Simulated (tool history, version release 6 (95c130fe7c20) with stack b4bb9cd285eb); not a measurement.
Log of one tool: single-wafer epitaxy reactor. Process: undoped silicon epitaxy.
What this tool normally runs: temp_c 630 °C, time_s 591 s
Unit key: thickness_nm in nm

| run | hour | temp_c | time_s | wafers since the last listed run | hours since the last pyrometer calibration | hours since the gauge calibration | read-back reference wafer on the same gauge, thickness_nm | thickness_nm |
|---|---|---|---|---|---|---|---|---|
| 1 | 0.0 | 619 | 559 | 0 | 1712.6 | 58.8 | 65.866 | 51.016 |
| 2 | 6.0 | 619 | 559 | 14 | 1718.6 | 64.8 | 65.690 | 51.513 |
| 3 | 21.4 | 619 | 559 | 37 | 1734.0 | 80.2 | 65.800 | 51.647 |
| 4 | 32.9 | 630 | 591 | 28 | 1745.5 | 91.7 | 65.825 | 68.494 |
| 5 | 39.9 | 637 | 591 | 17 | 1752.5 | 98.7 | 65.847 | 80.275 |
| 6 | 56.3 | 637 | 591 | 40 | 1768.9 | 115.1 | 65.686 | 80.772 |
| 7 | 70.7 | 637 | 591 | 35 | 1783.3 | 129.5 | 65.825 | 80.847 |
| 8 | 79.3 | 630 | 591 | 21 | 1791.9 | 138.1 | 65.782 | 69.264 |
| 9 | 95.5 | 630 | 591 | 39 | 1808.1 | 154.3 | 65.794 | 69.203 |
| 10 | 107.3 | 630 | 684 | 28 | 1819.9 | 166.1 | 65.815 | 80.429 |
| 11 | 123.3 | 630 | 519 | 39 | 1835.9 | 182.1 | 65.844 | 61.105 |
| 12 | 136.6 | 630 | 519 | 32 | 1849.2 | 195.4 | 65.842 | 61.203 |
| 13 | 154.2 | 630 | 561 | 43 | 1866.8 | 213.0 | 65.867 | 65.593 |
| 14 | 161.3 | 630 | 561 | 17 | 1873.9 | 220.1 | 65.782 | 66.283 |
| 15 | 175.6 | 645 | 691 | 34 | 1888.2 | 234.4 | 65.805 | 112.789 |
| 16 | 185.1 | 644 | 591 | 23 | 1897.7 | 243.9 | 65.878 | 94.402 |
| 17 | 199.1 | 624 | 704 | 34 | 1911.7 | 257.9 | 65.880 | 72.686 |
| 18 | 213.3 | 630 | 591 | 34 | 1925.9 | 272.1 | 65.768 | 70.320 |
| 19 | 230.7 | 630 | 519 | 42 | 1943.3 | 289.5 | 65.897 | 60.895 |
|  | 269.8 | pyrometer calibrated |
| 20 | 279.3 | 625 | 558 | 99 | 9.5 | 338.1 | 65.790 | 50.321 |
|  | 292.3 | gauge calibrated |
| 21 | 294.8 | 630 | 591 | 37 | 25.0 | 2.5 | 65.862 | 59.999 |
| 22 | 312.1 | 639 | 552 | 42 | 42.3 | 19.8 | 65.837 | 68.369 |
| 23 | 323.2 | 624 | 698 | 27 | 53.4 | 30.9 | 65.824 | 62.161 |
| 24 | 335.9 | 630 | 591 | 31 | 66.1 | 43.6 | 65.880 | 60.819 |
| 25 | 343.4 | 645 | 628 | 18 | 73.6 | 51.1 | 65.782 | 89.213 |
| 26 | 353.9 | 630 | 561 | 25 | 84.1 | 61.6 | 65.766 | 58.033 |
| 27 | 368.8 | 622 | 628 | 36 | 99.0 | 76.5 | 65.845 | 54.177 |
| 28 | 383.9 | 643 | 698 | 36 | 114.1 | 91.6 | 65.831 | 95.258 |

Consider 4 possible next runs. They are alternatives, not a sequence: every one starts from the tool as it was left by run 28. What does each give?
| A | 384.5 | 630 | 591 | 1 | 114.7 | 92.2 | ? | ? |
| B | 384.5 | 644 | 697 | 1 | 114.7 | 92.2 | ? | ? |
| C | 384.5 | 635 | 701 | 1 | 114.7 | 92.2 | ? | ? |
| D | 384.5 | 641 | 492 | 1 | 114.7 | 92.2 | ? | ? |

| run | read-back reference wafer on the same gauge, thickness_nm | thickness_nm |
|---|---|---|
| A | 65.746 | 61.139 |
| B | 65.746 | 97.885 |
| C | 65.746 | 80.969 |
| D | 65.746 | 64.764 |
Without the tool's unlogged condition, the same runs would have read:
| run | thickness_nm |
|---|---|
| A | 60.457 |
| B | 96.825 |
| C | 80.075 |
| D | 64.058 |

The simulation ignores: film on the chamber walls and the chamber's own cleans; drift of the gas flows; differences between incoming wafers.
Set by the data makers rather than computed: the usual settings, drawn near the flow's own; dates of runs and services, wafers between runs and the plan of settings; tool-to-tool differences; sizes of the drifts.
